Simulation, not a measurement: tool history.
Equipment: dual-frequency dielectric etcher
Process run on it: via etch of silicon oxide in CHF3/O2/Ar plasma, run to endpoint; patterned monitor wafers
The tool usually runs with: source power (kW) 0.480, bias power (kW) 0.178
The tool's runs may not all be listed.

run,day,source power (kW),bias power (kW),"incoming incoming film thickness, nm",endpoint time (s)
1,0.000,0.570,0.178,500.4,253.6
# day 4.421: wet clean of the chamber
2,4.442,0.480,0.189,496.2,269.6
3,6.704,0.480,0.189,502.9,270.0
4,8.067,0.480,0.189,499.3,270.7
5,12.812,0.480,0.146,497.9,285.2
6,14.667,0.480,0.146,502.0,287.2
# day 15.725: bias power generator calibrated
7,15.838,0.480,0.178,501.8,273.0
8,18.188,0.480,0.178,508.2,275.0
9,20.975,0.480,0.178,498.7,269.2
10,23.625,0.480,0.148,500.6,282.2
# day 24.971: source power generator calibrated
# day 25.838: upper electrode replaced, of another model than before
11,25.858,0.380,0.193,498.6,269.7
# day 29.562: wet clean of the chamber
12,32.633,0.420,0.198,499.1,266.7
13,34.229,0.400,0.140,502.8,320.9
14,35.533,0.480,0.178,505.0,273.2
15,37.604,0.480,0.178,496.9,269.8
16,39.738,0.390,0.159,493.9,295.5
17,40.892,0.560,0.150,507.0,286.9
18,43.879,0.410,0.194,501.7,270.1
19,45.042,0.550,0.135,502.7,300.3

Exercise: give the hidden state of the tool at every run:
source power that arrives over what is set, %: 0 at every run
bias power that arrives over what is set, %: 0 at every run
H1: etch rate over this chamber's usual, %
run,H1
1,1.97
2,-0.0105
3,0.256
4,0.416
5,0.975
6,1.19
7,1.33
8,1.61
9,1.94
10,2.25
11,2.51
12,0.522
13,0.71
14,0.864
15,1.11
16,1.36
17,1.49
18,1.85
19,1.98
